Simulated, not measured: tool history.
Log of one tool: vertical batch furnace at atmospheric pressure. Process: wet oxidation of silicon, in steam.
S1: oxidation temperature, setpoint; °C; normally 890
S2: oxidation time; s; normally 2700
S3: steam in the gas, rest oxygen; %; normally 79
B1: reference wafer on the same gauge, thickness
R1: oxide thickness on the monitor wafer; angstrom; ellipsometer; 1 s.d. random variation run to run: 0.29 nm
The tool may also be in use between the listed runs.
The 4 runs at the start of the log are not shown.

| run | day | S1 | S2 | S3 | B1 | R1 |
|---|---|---|---|---|---|---|
|  | 9.712 | gauge calibrated |
| 5 | 11.571 | 890 | 3300 | 71 | 75.86 | 1031.4 |
| 6 | 14.921 | 890 | 3180 | 79 | 75.85 | 1093.1 |
| 7 | 18.596 | 890 | 3180 | 79 | 75.93 | 1093.3 |
| 8 | 20.275 | 890 | 3180 | 79 | 75.86 | 1094.8 |
| 9 | 22.154 | 890 | 2700 | 71 | 75.86 | 860.1 |
| 10 | 23.938 | 890 | 2700 | 71 | 75.87 | 862.0 |
| 11 | 27.133 | 874 | 2700 | 79 | 75.94 | 741.2 |
|  | 31.112 | thermocouples replaced and temperature profile calibrated |
| 12 | 31.133 | 874 | 2700 | 79 | 75.98 | 746.3 |
| 13 | 33.004 | 890 | 2700 | 79 | 75.77 | 943.8 |
| 14 | 35.383 | 890 | 2700 | 79 | 75.91 | 945.6 |
| 15 | 37.204 | 890 | 2700 | 79 | 75.77 | 951.0 |
| 16 | 39.575 | 890 | 2700 | 79 | 75.96 | 948.3 |
| 17 | 41.238 | 874 | 3210 | 68 | 75.83 | 757.2 |
| 18 | 45.333 | 890 | 2700 | 79 | 75.95 | 947.9 |
| 19 | 47.862 | 890 | 3120 | 73 | 75.93 | 999.4 |
| 20 | 51.675 | 870 | 2340 | 74 | 75.98 | 580.8 |
| 21 | 54.050 | 890 | 2700 | 79 | 75.75 | 945.8 |
| 22 | 65.292 | 890 | 3420 | 79 | 75.89 | 1171.0 |
|  | 67.621 | steam generator serviced |
| 23 | 69.221 | 890 | 1470 | 79 | 75.83 | 558.4 |
|  | 71.450 | gauge calibrated |
| 24 | 73.612 | 899 | 2700 | 79 | 76.02 | 1089.3 |
| 25 | 75.129 | 898 | 2700 | 79 | 75.86 | 1067.0 |
| 26 | 79.100 | 890 | 2700 | 79 | 75.99 | 946.0 |
| 27 | 80.996 | 868 | 2700 | 79 | 75.79 | 677.4 |
| 28 | 84.912 | 874 | 1530 | 70 | 75.80 | 407.6 |
| 29 | 87.912 | 912 | 2700 | 90 | 75.96 | 1443.5 |

What does the tool deliver on the next run?
| 30 | 91.154 | 873 | 2010 | 86 | ? | ? |

For run 30 the tool returned B1 75.93, R1 604.8 angstrom.
With the hidden condition absent and the run-to-run variation left alone, this run would have shown R1 604.8 angstrom.

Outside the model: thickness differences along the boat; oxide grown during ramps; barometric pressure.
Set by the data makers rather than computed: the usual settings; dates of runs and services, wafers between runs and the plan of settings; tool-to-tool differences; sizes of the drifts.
